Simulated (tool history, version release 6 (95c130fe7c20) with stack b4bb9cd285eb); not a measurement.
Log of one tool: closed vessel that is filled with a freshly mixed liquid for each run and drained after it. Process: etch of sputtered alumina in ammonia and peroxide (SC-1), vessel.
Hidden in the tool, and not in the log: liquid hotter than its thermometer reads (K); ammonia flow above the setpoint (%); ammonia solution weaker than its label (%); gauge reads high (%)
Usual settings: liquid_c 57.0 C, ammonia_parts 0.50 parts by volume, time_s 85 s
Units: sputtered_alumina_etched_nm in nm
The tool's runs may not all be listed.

| run | day | liquid_c | ammonia_parts | time_s | wafers since the last listed run | hours since the thermometer was replaced | hours since the ammonia flow meter was replaced | hours since the drum of ammonia solution was connected | hours since the gauge calibration | read-back film thickness of the sputtered alumina reference wafer, read on the same gauge (nm) | sputtered_alumina_etched_nm |
|---|---|---|---|---|---|---|---|---|---|---|---|
| 1 | 0.000 | 57.0 | 0.65 | 85 | 0 | 507.5 | 1139.1 | 693.0 | 376.7 | 90.02 | 10.77 |
| 2 | 2.104 | 57.0 | 0.65 | 85 | 6373 | 558.0 | 1189.6 | 743.5 | 427.2 | 90.00 | 10.78 |
|  | 4.392 | new drum of ammonia solution connected |
| 3 | 5.062 | 57.0 | 0.50 | 85 | 8834 | 629.0 | 1260.6 | 16.1 | 498.2 | 89.94 | 10.45 |
| 4 | 7.804 | 57.0 | 0.50 | 85 | 8304 | 694.8 | 1326.4 | 81.9 | 564.0 | 90.00 | 10.57 |
| 5 | 10.342 | 57.0 | 0.50 | 85 | 7686 | 755.7 | 1387.3 | 142.8 | 624.9 | 90.02 | 10.59 |
| 6 | 11.712 | 57.0 | 0.50 | 85 | 4152 | 788.6 | 1420.2 | 175.7 | 657.8 | 90.00 | 10.40 |
| 7 | 13.025 | 63.5 | 0.50 | 85 | 3975 | 820.1 | 1451.7 | 207.2 | 689.3 | 90.00 | 14.63 |
| 8 | 14.558 | 57.0 | 0.50 | 85 | 4644 | 856.9 | 1488.5 | 244.0 | 726.1 | 90.04 | 10.46 |
| 9 | 15.925 | 57.0 | 0.50 | 85 | 4139 | 889.7 | 1521.3 | 276.8 | 758.9 | 90.00 | 10.62 |
| 10 | 17.412 | 57.0 | 0.50 | 105 | 4505 | 925.4 | 1557.0 | 312.5 | 794.6 | 90.04 | 13.14 |
| 11 | 19.058 | 57.0 | 0.50 | 105 | 4985 | 964.9 | 1596.5 | 352.0 | 834.1 | 89.99 | 13.24 |
|  | 20.121 | ammonia flow meter replaced |
| 12 | 27.692 | 57.0 | 0.50 | 105 | 26024 | 1172.1 | 181.7 | 559.2 | 1041.3 | 89.99 | 13.25 |
| 13 | 30.175 | 50.0 | 0.50 | 85 | 7522 | 1231.7 | 241.3 | 618.8 | 1100.9 | 89.97 | 7.31 |
| 14 | 33.829 | 57.0 | 0.70 | 85 | 11068 | 1319.4 | 329.0 | 706.5 | 1188.6 | 89.99 | 11.13 |
| 15 | 36.104 | 60.5 | 0.65 | 115 | 6891 | 1374.0 | 383.6 | 761.1 | 1243.2 | 90.03 | 17.71 |
| 16 | 38.704 | 54.5 | 0.35 | 110 | 7875 | 1436.4 | 446.0 | 823.5 | 1305.6 | 90.00 | 11.48 |
| 17 | 40.008 | 60.5 | 0.50 | 85 | 3950 | 1467.7 | 477.3 | 854.8 | 1336.9 | 90.02 | 12.74 |
|  | 43.200 | thermometer replaced |
|  | 46.108 | new drum of ammonia solution connected |
| 18 | 46.650 | 57.0 | 0.50 | 85 | 19865 | 82.8 | 636.7 | 13.0 | 1496.3 | 90.02 | 11.08 |
|  | 47.933 | gauge calibrated |
| 19 | 48.571 | 49.0 | 0.60 | 130 | 5818 | 128.9 | 682.8 | 59.1 | 15.3 | 90.04 | 11.06 |
| 20 | 50.458 | 63.5 | 0.60 | 130 | 5717 | 174.2 | 728.1 | 104.4 | 60.6 | 90.01 | 23.95 |
| 21 | 53.354 | 61.0 | 0.50 | 85 | 8771 | 243.7 | 797.6 | 173.9 | 130.1 | 90.02 | 13.49 |
|  | 54.346 | thermometer replaced, repeated, since the last time left the tool worse |
| 22 | 54.767 | 47.5 | 0.65 | 85 | 4152 | 10.1 | 831.5 | 207.8 | 164.0 | 89.99 | 6.39 |
| 23 | 55.988 | 57.0 | 0.50 | 85 | 3697 | 39.4 | 860.8 | 237.1 | 193.3 | 89.97 | 10.36 |
| 24 | 57.050 | 57.0 | 0.50 | 85 | 3218 | 64.9 | 886.3 | 262.6 | 218.8 | 90.02 | 10.52 |
| 25 | 59.271 | 51.5 | 0.45 | 85 | 6726 | 118.2 | 939.6 | 315.9 | 272.1 | 90.01 | 7.73 |
| 26 | 60.683 | 49.5 | 0.40 | 115 | 4278 | 152.1 | 973.5 | 349.8 | 306.0 | 90.03 | 9.22 |
| 27 | 62.946 | 57.0 | 0.50 | 85 | 6853 | 206.4 | 1027.8 | 404.1 | 360.3 | 89.98 | 10.45 |

Forecast each of these 5 alternatives for the next run:
| A | 62.975 | 57.0 | 0.50 | 100 | 88 | 207.1 | 1028.5 | 404.8 | 361.0 | ? | ? |
| B | 62.975 | 51.0 | 0.50 | 100 | 88 | 207.1 | 1028.5 | 404.8 | 361.0 | ? | ? |
| C | 62.975 | 51.0 | 0.40 | 85 | 88 | 207.1 | 1028.5 | 404.8 | 361.0 | ? | ? |
| D | 62.975 | 53.0 | 0.75 | 115 | 88 | 207.1 | 1028.5 | 404.8 | 361.0 | ? | ? |
| E | 62.975 | 63.0 | 0.70 | 70 | 88 | 207.1 | 1028.5 | 404.8 | 361.0 | ? | ? |

| run | read-back film thickness of the sputtered alumina reference wafer, read on the same gauge (nm) | sputtered_alumina_etched_nm |
|---|---|---|
| A | 89.98 | 12.34 |
| B | 89.98 | 8.95 |
| C | 89.98 | 7.45 |
| D | 89.98 | 11.92 |
| E | 89.98 | 12.13 |
Without the tool's hidden state the same runs would have given:
| run | sputtered_alumina_etched_nm |
|---|---|
| A | 12.21 |
| B | 8.85 |
| C | 7.37 |
| D | 11.80 |
| E | 12.00 |

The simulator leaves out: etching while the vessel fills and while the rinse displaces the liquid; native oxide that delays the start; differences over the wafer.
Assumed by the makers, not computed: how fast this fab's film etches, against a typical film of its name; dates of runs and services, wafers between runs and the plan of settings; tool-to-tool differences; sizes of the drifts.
